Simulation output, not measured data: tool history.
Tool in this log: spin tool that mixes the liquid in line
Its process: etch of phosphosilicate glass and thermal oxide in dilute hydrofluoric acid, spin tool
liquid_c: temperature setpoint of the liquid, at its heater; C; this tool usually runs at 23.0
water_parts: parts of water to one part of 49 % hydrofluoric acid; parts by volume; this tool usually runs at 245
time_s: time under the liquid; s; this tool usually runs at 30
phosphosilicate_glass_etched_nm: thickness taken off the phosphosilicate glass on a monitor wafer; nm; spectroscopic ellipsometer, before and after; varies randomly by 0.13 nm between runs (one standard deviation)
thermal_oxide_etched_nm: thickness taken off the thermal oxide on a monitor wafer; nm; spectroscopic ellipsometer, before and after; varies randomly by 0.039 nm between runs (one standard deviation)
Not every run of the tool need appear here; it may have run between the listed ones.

run     day  liquid_c  water_parts  time_s  wafers since the last listed run  hours since the thermometer was replaced  hours since the hydrofluoric acid flow meter was replaced  hours since the gauge calibration  read-back film thickness of the phosphosilicate glass reference wafer, read on the same gauge (nm)  read-back film thickness of the thermal oxide reference wafer, read on the same gauge (nm)  phosphosilicate_glass_etched_nm  thermal_oxide_etched_nm
  1   0.000      23.0          245      30                                 0                                    1610.5                                                     1318.4                              309.1                                                                                               60.01                                                                                      49.968                            14.95                    0.576
  2   0.850      23.0          245      30                               362                                    1630.9                                                     1338.8                              329.5                                                                                               60.02                                                                                      50.042                            14.93                    0.593
  3   2.067      23.0          245      30                               518                                    1660.1                                                     1368.0                              358.7                                                                                               60.04                                                                                      50.012                            14.87                    0.661
  4   3.267      23.0          200      30                               511                                    1688.9                                                     1396.8                              387.5                                                                                               59.96                                                                                      49.982                            19.08                    0.744
  5   4.750      23.0          200      30                               631                                    1724.5                                                     1432.4                              423.1                                                                                               60.03                                                                                      49.971                            19.44                    0.826
  6   5.492      26.5          245      30                               315                                    1742.3                                                     1450.2                              440.9                                                                                               60.01                                                                                      49.967                            16.92                    0.730
  7   9.558      25.5          245      40                              1732                                    1839.9                                                     1547.8                              538.5                                                                                               59.98                                                                                      49.992                            22.49                    0.833
     12.621  -- gauge calibrated
     13.100  -- thermometer replaced
  8  13.800      25.5          245      40                              1789                                      16.8                                                     1649.6                               28.3                                                                                               60.00                                                                                      50.004                            22.38                    0.980
  9  15.108      23.0          285      40                               557                                      48.2                                                     1681.0                               59.7                                                                                               60.03                                                                                      49.954                            17.09                    0.734
 10  16.329      23.0          285      40                               520                                      77.5                                                     1710.3                               89.0                                                                                               59.99                                                                                      50.009                            16.94                    0.640
 11  17.300      23.0          285      40                               413                                     100.8                                                     1733.6                              112.3                                                                                               60.01                                                                                      50.000                            16.68                    0.679
 12  19.221      23.0          245      25                               818                                     146.9                                                     1779.7                              158.4                                                                                               59.99                                                                                      50.042                            12.96                    0.491
     19.633  -- hydrofluoric acid flow meter replaced
 13  20.192      23.0          245      40                               395                                     170.2                                                       13.4                              181.7                                                                                               59.99                                                                                      49.997                            18.09                    0.792
 14  21.583      23.0          245      30                               592                                     203.6                                                       46.8                              215.1                                                                                               59.97                                                                                      49.993                            13.94                    0.572
 15  22.829      23.0          245      30                               530                                     233.5                                                       76.7                              245.0                                                                                               60.02                                                                                      50.004                            13.77                    0.578
 16  26.471      23.0          285      50                              1551                                     320.9                                                      164.1                              332.4                                                                                               59.95                                                                                      49.976                            19.35                    0.740
 17  27.475      21.0          155      20                               427                                     345.0                                                      188.2                              356.5                                                                                               59.97                                                                                      49.939                            14.98                    0.560
 18  28.096      23.0          245      30                               264                                     359.9                                                      203.1                              371.4                                                                                               60.01                                                                                      50.022                            14.08                    0.583
 19  29.167      25.0          245      20                               456                                     385.6                                                      228.8                              397.1                                                                                               59.99                                                                                      49.965                             9.95                    0.386
 20  30.092      23.0          245      30                               394                                     407.8                                                      251.0                              419.3                                                                                               60.02                                                                                      49.989                            13.75                    0.537
 21  30.796      18.5          245      40                               299                                     424.7                                                      267.9                              436.2                                                                                               60.01                                                                                      49.996                            16.02                    0.615
 22  31.342      23.0          245      30                               232                                     437.8                                                      281.0                              449.3                                                                                               60.01                                                                                      49.989                            14.09                    0.551
 23  32.167      21.0          285      45                               351                                     457.6                                                      300.8                              469.1                                                                                               60.02                                                                                      50.003                            16.47                    0.622
 24  33.038      20.0          180      30                               370                                     478.5                                                      321.7                              490.0                                                                                               59.99                                                                                      50.043                            18.17                    0.652
 25  34.250      19.0          245      30                               516                                     507.6                                                      350.8                              519.1                                                                                               59.99                                                                                      50.004                            12.14                    0.419
 26  35.150      23.0          245      30                               383                                     529.2                                                      372.4                              540.7                                                                                               60.02                                                                                      50.024                            14.02                    0.567
 27  35.912      23.0          290      15                               324                                     547.5                                                      390.7                              559.0                                                                                               60.02                                                                                      49.984                             5.69                    0.228

Each run again, without the hidden state but with its own random variation kept:
Hidden state present: liquid hotter than its thermometer reads (K); hydrofluoric acid flow above the setpoint (%); gauge reads high (%).
run  phosphosilicate_glass_etched_nm  thermal_oxide_etched_nm
  1                            13.32                    0.513
  2                            13.29                    0.528
  3                            13.20                    0.587
  4                            16.97                    0.661
  5                            17.25                    0.733
  6                            14.92                    0.644
  7                            19.71                    0.730
  8                            19.47                    0.853
  9                            14.81                    0.636
 10                            14.65                    0.553
 11                            14.41                    0.586
 12                            11.19                    0.424
 13                            17.55                    0.768
 14                            13.49                    0.554
 15                            13.30                    0.558
 16                            18.55                    0.710
 17                            14.38                    0.538
 18                            13.47                    0.558
 19                             9.50                    0.369
 20                            13.11                    0.512
 21                            15.27                    0.586
 22                            13.40                    0.524
 23                            15.63                    0.590
 24                            17.28                    0.620
 25                            11.50                    0.396
 26                            13.24                    0.535
 27                             5.36                    0.215
